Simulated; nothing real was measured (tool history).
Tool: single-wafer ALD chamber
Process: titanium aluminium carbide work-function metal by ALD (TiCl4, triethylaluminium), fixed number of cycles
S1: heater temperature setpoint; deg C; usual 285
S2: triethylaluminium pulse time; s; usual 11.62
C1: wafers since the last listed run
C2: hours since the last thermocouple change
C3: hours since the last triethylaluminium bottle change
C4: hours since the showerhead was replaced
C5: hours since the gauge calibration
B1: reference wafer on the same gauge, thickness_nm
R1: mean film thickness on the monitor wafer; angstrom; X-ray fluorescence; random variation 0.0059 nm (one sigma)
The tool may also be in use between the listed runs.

{"run": 1, "day": 0.0, "S1": 292, "S2": 12.91, "C1": 0, "C2": 219.7, "C3": 944.9, "C4": 2218.4, "C5": 920.2, "B1": 1.928, "R1": 19.78}
{"run": 2, "day": 2.958, "S1": 292, "S2": 12.91, "C1": 571, "C2": 290.7, "C3": 1015.9, "C4": 2289.4, "C5": 991.2, "B1": 1.927, "R1": 19.76}
{"run": 3, "day": 4.85, "S1": 297, "S2": 11.62, "C1": 365, "C2": 336.1, "C3": 1061.3, "C4": 2334.8, "C5": 1036.6, "B1": 1.929, "R1": 20.02}
{"run": 4, "day": 7.517, "S1": 297, "S2": 11.62, "C1": 515, "C2": 400.1, "C3": 1125.3, "C4": 2398.8, "C5": 1100.6, "B1": 1.93, "R1": 20.04}
{"day": 8.333, "done": "triethylaluminium bottle replaced"}
{"run": 5, "day": 8.671, "S1": 292, "S2": 11.62, "C1": 158, "C2": 427.8, "C3": 8.1, "C4": 2426.5, "C5": 1128.3, "B1": 1.929, "R1": 19.53}
{"run": 6, "day": 10.383, "S1": 292, "S2": 11.62, "C1": 330, "C2": 468.9, "C3": 49.2, "C4": 2467.6, "C5": 1169.4, "B1": 1.931, "R1": 19.55}
{"run": 7, "day": 12.933, "S1": 274, "S2": 11.62, "C1": 492, "C2": 530.1, "C3": 110.4, "C4": 2528.8, "C5": 1230.6, "B1": 1.93, "R1": 18.04}
{"run": 8, "day": 14.621, "S1": 274, "S2": 11.62, "C1": 326, "C2": 570.6, "C3": 150.9, "C4": 2569.3, "C5": 1271.1, "B1": 1.929, "R1": 17.88}
{"run": 9, "day": 16.492, "S1": 274, "S2": 11.62, "C1": 361, "C2": 615.5, "C3": 195.8, "C4": 2614.2, "C5": 1316.0, "B1": 1.93, "R1": 17.98}
{"run": 10, "day": 19.217, "S1": 285, "S2": 11.62, "C1": 526, "C2": 680.9, "C3": 261.2, "C4": 2679.6, "C5": 1381.4, "B1": 1.928, "R1": 18.87}
{"run": 11, "day": 21.621, "S1": 285, "S2": 11.62, "C1": 464, "C2": 738.6, "C3": 318.9, "C4": 2737.3, "C5": 1439.1, "B1": 1.929, "R1": 18.81}
{"run": 12, "day": 23.167, "S1": 285, "S2": 11.62, "C1": 298, "C2": 775.7, "C3": 356.0, "C4": 2774.4, "C5": 1476.2, "B1": 1.928, "R1": 18.82}
{"run": 13, "day": 24.575, "S1": 285, "S2": 11.62, "C1": 272, "C2": 809.5, "C3": 389.8, "C4": 2808.2, "C5": 1510.0, "B1": 1.932, "R1": 18.88}
{"run": 14, "day": 25.638, "S1": 285, "S2": 11.62, "C1": 205, "C2": 835.0, "C3": 415.3, "C4": 2833.7, "C5": 1535.5, "B1": 1.929, "R1": 18.88}
{"day": 26.496, "done": "gauge calibrated"}
{"run": 15, "day": 27.079, "S1": 288, "S2": 10.64, "C1": 278, "C2": 869.6, "C3": 449.9, "C4": 2868.3, "C5": 14.0, "B1": 1.928, "R1": 19.05}
{"run": 16, "day": 30.008, "S1": 281, "S2": 11.62, "C1": 565, "C2": 939.9, "C3": 520.2, "C4": 2938.6, "C5": 84.3, "B1": 1.932, "R1": 18.39}
{"run": 17, "day": 31.204, "S1": 273, "S2": 15.9, "C1": 231, "C2": 968.6, "C3": 548.9, "C4": 2967.3, "C5": 113.0, "B1": 1.928, "R1": 17.94}
{"run": 18, "day": 33.046, "S1": 274, "S2": 13.88, "C1": 355, "C2": 1012.8, "C3": 593.1, "C4": 3011.5, "C5": 157.2, "B1": 1.929, "R1": 17.95}
{"run": 19, "day": 35.812, "S1": 295, "S2": 8.57, "C1": 534, "C2": 1079.2, "C3": 659.5, "C4": 3077.9, "C5": 223.6, "B1": 1.931, "R1": 19.19}
{"run": 20, "day": 38.554, "S1": 285, "S2": 11.62, "C1": 529, "C2": 1145.0, "C3": 725.3, "C4": 3143.7, "C5": 289.4, "B1": 1.929, "R1": 18.75}
{"run": 21, "day": 40.458, "S1": 276, "S2": 8.93, "C1": 367, "C2": 1190.7, "C3": 771.0, "C4": 3189.4, "C5": 335.1, "B1": 1.93, "R1": 17.63}
{"run": 22, "day": 41.867, "S1": 285, "S2": 11.62, "C1": 272, "C2": 1224.5, "C3": 804.8, "C4": 3223.2, "C5": 368.9, "B1": 1.93, "R1": 18.62}
{"day": 43.262, "done": "showerhead replaced"}
{"run": 23, "day": 43.512, "S1": 290, "S2": 8.8, "C1": 253, "C2": 1264.0, "C3": 844.3, "C4": 6.0, "C5": 408.4, "B1": 1.929, "R1": 18.78}
{"run": 24, "day": 47.571, "S1": 271, "S2": 11.62, "C1": 784, "C2": 1361.4, "C3": 941.7, "C4": 103.4, "C5": 505.8, "B1": 1.928, "R1": 17.39}
{"day": 48.829, "done": "thermocouple changed; heater temperature recalibrated"}
{"day": 49.612, "done": "triethylaluminium bottle replaced"}
{"run": 25, "day": 50.283, "S1": 298, "S2": 9.03, "C1": 395, "C2": 34.9, "C3": 16.1, "C4": 168.5, "C5": 570.9, "B1": 1.93, "R1": 19.91}
{"run": 26, "day": 54.733, "S1": 271, "S2": 9.99, "C1": 859, "C2": 141.7, "C3": 122.9, "C4": 275.3, "C5": 677.7, "B1": 1.931, "R1": 17.71}
{"run": 27, "day": 57.55, "S1": 285, "S2": 10.3, "C1": 544, "C2": 209.3, "C3": 190.5, "C4": 342.9, "C5": 745.3, "B1": 1.93, "R1": 18.91}
{"run": 28, "day": 59.892, "S1": 273, "S2": 9.22, "C1": 452, "C2": 265.5, "C3": 246.7, "C4": 399.1, "C5": 801.5, "B1": 1.93, "R1": 17.75}
{"run": 29, "day": 61.146, "S1": 290, "S2": 9.68, "C1": 242, "C2": 295.6, "C3": 276.8, "C4": 429.2, "C5": 831.6, "B1": 1.93, "R1": 19.24}
{"run": 30, "day": 62.429, "S1": 278, "S2": 10.01, "C1": 247, "C2": 326.4, "C3": 307.6, "C4": 460.0, "C5": 862.4, "B1": 1.928, "R1": 18.21}
{"run": 31, "day": 65.212, "S1": 296, "S2": 15.82, "C1": 537, "C2": 393.2, "C3": 374.4, "C4": 526.8, "C5": 929.2, "B1": 1.929, "R1": 20.04}
{"run": 32, "day": 66.358, "S1": 300, "S2": 12.81, "C1": 221, "C2": 420.7, "C3": 401.9, "C4": 554.3, "C5": 956.7, "B1": 1.928, "R1": 20.28}
{"run": 33, "day": 67.446, "S1": 274, "S2": 11.62, "C1": 210, "C2": 446.8, "C3": 428.0, "C4": 580.4, "C5": 982.8, "B1": 1.931, "R1": 18.04}

The same runs without the tool's hidden state, with the same run-to-run variation:
The hidden state here: wafer temperature above the value expected at the setpoint (K); triethylaluminium dose above that of a fresh bottle (%); gauge reads high (%).
run=1 R1=19.86
run=2 R1=19.87
run=3 R1=20.15
run=4 R1=20.20
run=5 R1=19.70
run=6 R1=19.74
run=7 R1=18.24
run=8 R1=18.10
run=9 R1=18.22
run=10 R1=19.14
run=11 R1=19.10
run=12 R1=19.13
run=13 R1=19.20
run=14 R1=19.22
run=15 R1=19.39
run=16 R1=18.76
run=17 R1=18.33
run=18 R1=18.35
run=19 R1=19.61
run=20 R1=19.21
run=21 R1=18.10
run=22 R1=19.11
run=23 R1=19.28
run=24 R1=17.93
run=25 R1=19.97
run=26 R1=17.82
run=27 R1=19.04
run=28 R1=17.90
run=29 R1=19.41
run=30 R1=18.39
run=31 R1=20.26
run=32 R1=20.51
run=33 R1=18.28
